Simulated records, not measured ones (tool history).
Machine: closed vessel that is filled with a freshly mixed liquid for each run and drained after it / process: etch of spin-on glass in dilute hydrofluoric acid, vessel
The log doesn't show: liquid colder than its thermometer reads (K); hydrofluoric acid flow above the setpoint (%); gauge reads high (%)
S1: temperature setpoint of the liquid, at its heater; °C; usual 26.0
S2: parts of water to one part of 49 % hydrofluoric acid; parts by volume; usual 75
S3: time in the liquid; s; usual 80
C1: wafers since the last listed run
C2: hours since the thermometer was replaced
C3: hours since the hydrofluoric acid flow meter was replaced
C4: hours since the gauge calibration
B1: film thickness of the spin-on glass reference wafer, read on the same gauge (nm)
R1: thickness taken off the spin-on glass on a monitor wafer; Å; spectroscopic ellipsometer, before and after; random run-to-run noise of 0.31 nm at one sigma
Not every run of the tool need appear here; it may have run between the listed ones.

{"run": 1, "hour": 0.0, "S1": 26.0, "S2": 75, "S3": 80, "C1": 0, "C2": 253.5, "C3": 1195.7, "C4": 331.2, "B1": 59.97, "R1": 415.2}
{"run": 2, "hour": 25.2, "S1": 26.0, "S2": 75, "S3": 80, "C1": 1980, "C2": 278.7, "C3": 1220.9, "C4": 356.4, "B1": 59.98, "R1": 408.7}
{"run": 3, "hour": 60.6, "S1": 26.0, "S2": 75, "S3": 80, "C1": 2782, "C2": 314.1, "C3": 1256.3, "C4": 391.8, "B1": 59.95, "R1": 416.9}
{"run": 4, "hour": 73.7, "S1": 26.0, "S2": 75, "S3": 80, "C1": 1029, "C2": 327.2, "C3": 1269.4, "C4": 404.9, "B1": 59.98, "R1": 412.3}
{"run": 5, "hour": 109.2, "S1": 26.0, "S2": 75, "S3": 80, "C1": 2790, "C2": 362.7, "C3": 1304.9, "C4": 440.4, "B1": 60.02, "R1": 417.2}
{"run": 6, "hour": 135.7, "S1": 26.0, "S2": 75, "S3": 80, "C1": 2083, "C2": 389.2, "C3": 1331.4, "C4": 466.9, "B1": 60.0, "R1": 414.8}
{"run": 7, "hour": 156.2, "S1": 26.0, "S2": 75, "S3": 80, "C1": 1611, "C2": 409.7, "C3": 1351.9, "C4": 487.4, "B1": 59.99, "R1": 417.4}
{"run": 8, "hour": 168.5, "S1": 26.0, "S2": 75, "S3": 80, "C1": 966, "C2": 422.0, "C3": 1364.2, "C4": 499.7, "B1": 60.05, "R1": 417.5}
{"run": 9, "hour": 189.9, "S1": 26.0, "S2": 75, "S3": 80, "C1": 1682, "C2": 443.4, "C3": 1385.6, "C4": 521.1, "B1": 59.99, "R1": 414.8}
{"run": 10, "hour": 219.6, "S1": 29.5, "S2": 50, "S3": 35, "C1": 2334, "C2": 473.1, "C3": 1415.3, "C4": 550.8, "B1": 59.95, "R1": 323.6}
{"hour": 241.8, "done": "gauge calibrated"}
{"hour": 293.9, "done": "hydrofluoric acid flow meter replaced"}
{"run": 11, "hour": 309.2, "S1": 26.0, "S2": 40, "S3": 80, "C1": 6964, "C2": 562.7, "C3": 15.3, "C4": 67.4, "B1": 59.98, "R1": 884.3}
{"hour": 332.6, "done": "thermometer replaced"}
{"run": 12, "hour": 336.5, "S1": 26.0, "S2": 75, "S3": 80, "C1": 2067, "C2": 3.9, "C3": 42.6, "C4": 94.7, "B1": 59.98, "R1": 450.8}
{"hour": 360.4, "done": "hydrofluoric acid flow meter replaced, repeated, since the last time left the tool worse"}
{"run": 13, "hour": 362.4, "S1": 24.5, "S2": 75, "S3": 110, "C1": 1957, "C2": 29.8, "C3": 2.0, "C4": 120.6, "B1": 60.03, "R1": 500.2}
{"run": 14, "hour": 388.4, "S1": 26.0, "S2": 75, "S3": 80, "C1": 2043, "C2": 55.8, "C3": 28.0, "C4": 146.6, "B1": 59.95, "R1": 389.0}
{"run": 15, "hour": 400.5, "S1": 26.0, "S2": 75, "S3": 105, "C1": 951, "C2": 67.9, "C3": 40.1, "C4": 158.7, "B1": 59.96, "R1": 512.0}
{"run": 16, "hour": 426.5, "S1": 26.0, "S2": 75, "S3": 80, "C1": 2043, "C2": 93.9, "C3": 66.1, "C4": 184.7, "B1": 60.0, "R1": 388.5}
{"run": 17, "hour": 451.5, "S1": 29.0, "S2": 75, "S3": 80, "C1": 1965, "C2": 118.9, "C3": 91.1, "C4": 209.7, "B1": 60.01, "R1": 431.5}
{"run": 18, "hour": 475.6, "S1": 23.0, "S2": 90, "S3": 80, "C1": 1894, "C2": 143.0, "C3": 115.2, "C4": 233.8, "B1": 60.0, "R1": 286.5}
{"run": 19, "hour": 491.5, "S1": 29.5, "S2": 75, "S3": 80, "C1": 1249, "C2": 158.9, "C3": 131.1, "C4": 249.7, "B1": 59.96, "R1": 447.4}

Forecast each of these 4 alternatives for the next run:
{"run": "A", "hour": 492.2, "S1": 26.0, "S2": 75, "S3": 80, "C1": 55, "C2": 159.6, "C3": 131.8, "C4": 250.4, "B1": "?", "R1": "?"}
{"run": "B", "hour": 492.2, "S1": 29.0, "S2": 35, "S3": 115, "C1": 55, "C2": 159.6, "C3": 131.8, "C4": 250.4, "B1": "?", "R1": "?"}
{"run": "C", "hour": 492.2, "S1": 26.0, "S2": 40, "S3": 30, "C1": 55, "C2": 159.6, "C3": 131.8, "C4": 250.4, "B1": "?", "R1": "?"}
{"run": "D", "hour": 492.2, "S1": 26.0, "S2": 90, "S3": 80, "C1": 55, "C2": 159.6, "C3": 131.8, "C4": 250.4, "B1": "?", "R1": "?"}

run=A B1=60.02 R1=386.5
run=B B1=60.02 R1=1420.2
run=C B1=60.02 R1=285.0
run=D B1=60.02 R1=315.8
Without the tool's hidden state the same runs would have given:
run=A R1=380.8
run=B R1=1400.1
run=C R1=281.0
run=D R1=311.1
